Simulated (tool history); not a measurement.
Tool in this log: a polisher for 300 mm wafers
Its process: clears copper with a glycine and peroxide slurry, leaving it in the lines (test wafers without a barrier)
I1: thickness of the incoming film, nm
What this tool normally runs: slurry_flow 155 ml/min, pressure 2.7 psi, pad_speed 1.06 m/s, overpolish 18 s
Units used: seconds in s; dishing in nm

{"run": 1, "hour": 0.0, "slurry_flow": 155, "pressure": 2.7, "pad_speed": 1.06, "overpolish": 24, "I1": 760.2, "seconds": 154.6, "dishing": 69.5}
{"run": 2, "hour": 14.9, "slurry_flow": 155, "pressure": 2.7, "pad_speed": 1.06, "overpolish": 23, "I1": 761.4, "seconds": 155.6, "dishing": 67.6}
{"hour": 37.0, "done": "worn pad replaced by a new one"}
{"run": 3, "hour": 46.5, "slurry_flow": 155, "pressure": 2.7, "pad_speed": 1.06, "overpolish": 23, "I1": 759.9, "seconds": 160.0, "dishing": 67.3}
{"hour": 72.5, "done": "slurry nozzle cleaned"}
{"run": 4, "hour": 75.2, "slurry_flow": 155, "pressure": 2.7, "pad_speed": 1.06, "overpolish": 23, "I1": 765.6, "seconds": 137.8, "dishing": 73.8}
{"run": 5, "hour": 91.3, "slurry_flow": 155, "pressure": 2.7, "pad_speed": 1.06, "overpolish": 18, "I1": 753.7, "seconds": 138.3, "dishing": 62.1}
{"hour": 110.6, "done": "head pressure recalibrated"}
{"run": 6, "hour": 119.2, "slurry_flow": 155, "pressure": 2.7, "pad_speed": 1.06, "overpolish": 18, "I1": 748.2, "seconds": 136.5, "dishing": 63.0}
{"run": 7, "hour": 149.6, "slurry_flow": 195, "pressure": 2.7, "pad_speed": 1.06, "overpolish": 18, "I1": 771.0, "seconds": 131.3, "dishing": 63.9}
{"run": 8, "hour": 165.1, "slurry_flow": 195, "pressure": 2.7, "pad_speed": 1.06, "overpolish": 18, "I1": 755.5, "seconds": 132.8, "dishing": 63.6}
{"run": 9, "hour": 198.0, "slurry_flow": 195, "pressure": 2.7, "pad_speed": 1.06, "overpolish": 18, "I1": 762.3, "seconds": 136.2, "dishing": 62.9}
{"run": 10, "hour": 211.4, "slurry_flow": 155, "pressure": 2.7, "pad_speed": 1.06, "overpolish": 14, "I1": 750.7, "seconds": 133.5, "dishing": 51.3}
{"run": 11, "hour": 232.3, "slurry_flow": 155, "pressure": 2.7, "pad_speed": 0.92, "overpolish": 18, "I1": 760.5, "seconds": 155.2, "dishing": 57.5}
{"run": 12, "hour": 251.7, "slurry_flow": 105, "pressure": 2.7, "pad_speed": 0.7, "overpolish": 9, "I1": 752.1, "seconds": 216.4, "dishing": 24.1}
{"run": 13, "hour": 271.6, "slurry_flow": 200, "pressure": 2.7, "pad_speed": 1.06, "overpolish": 15, "I1": 762.9, "seconds": 134.8, "dishing": 55.6}
{"hour": 301.4, "done": "worn pad replaced by a new one"}
{"run": 14, "hour": 304.1, "slurry_flow": 115, "pressure": 2.7, "pad_speed": 1.28, "overpolish": 18, "I1": 767.2, "seconds": 127.5, "dishing": 63.0}
{"run": 15, "hour": 321.6, "slurry_flow": 110, "pressure": 2.7, "pad_speed": 1.22, "overpolish": 18, "I1": 759.5, "seconds": 138.9, "dishing": 60.8}
{"run": 16, "hour": 336.5, "slurry_flow": 155, "pressure": 3.0, "pad_speed": 1.28, "overpolish": 18, "I1": 767.8, "seconds": 111.9, "dishing": 69.9}
{"run": 17, "hour": 412.8, "slurry_flow": 105, "pressure": 3.5, "pad_speed": 1.06, "overpolish": 18, "I1": 769.4, "seconds": 145.9, "dishing": 61.8}
{"run": 18, "hour": 444.5, "slurry_flow": 185, "pressure": 2.9, "pad_speed": 1.24, "overpolish": 25, "I1": 755.6, "seconds": 117.4, "dishing": 83.0}
{"run": 19, "hour": 469.3, "slurry_flow": 130, "pressure": 2.7, "pad_speed": 0.82, "overpolish": 18, "I1": 762.9, "seconds": 189.4, "dishing": 48.0}
{"run": 20, "hour": 549.2, "slurry_flow": 155, "pressure": 3.1, "pad_speed": 1.24, "overpolish": 14, "I1": 755.4, "seconds": 116.7, "dishing": 56.7}
{"hour": 564.4, "done": "worn pad replaced by a new one, of another model than before"}
{"run": 21, "hour": 601.1, "slurry_flow": 155, "pressure": 2.7, "pad_speed": 1.22, "overpolish": 18, "I1": 752.4, "seconds": 132.8, "dishing": 62.2}
{"hour": 622.1, "done": "slurry nozzle cleaned"}
{"run": 22, "hour": 635.5, "slurry_flow": 120, "pressure": 3.5, "pad_speed": 0.7, "overpolish": 22, "I1": 760.2, "seconds": 156.7, "dishing": 65.4}
{"run": 23, "hour": 667.6, "slurry_flow": 180, "pressure": 3.0, "pad_speed": 0.88, "overpolish": 10, "I1": 771.2, "seconds": 142.7, "dishing": 37.8}
{"run": 24, "hour": 701.2, "slurry_flow": 180, "pressure": 3.0, "pad_speed": 0.88, "overpolish": 10, "I1": 770.1, "seconds": 141.2, "dishing": 37.9}

Predict the results of run 25:
{"run": 25, "hour": 752.5, "slurry_flow": 155, "pressure": 2.7, "pad_speed": 1.06, "overpolish": 18, "I1": 758.3, "seconds": "?", "dishing": "?"}

Logged for run 25: seconds 140.6 s, dishing 60.5 nm.
The same run, on a tool lacking any hidden state, would have yielded seconds 138.4 s, dishing 61.2 nm.
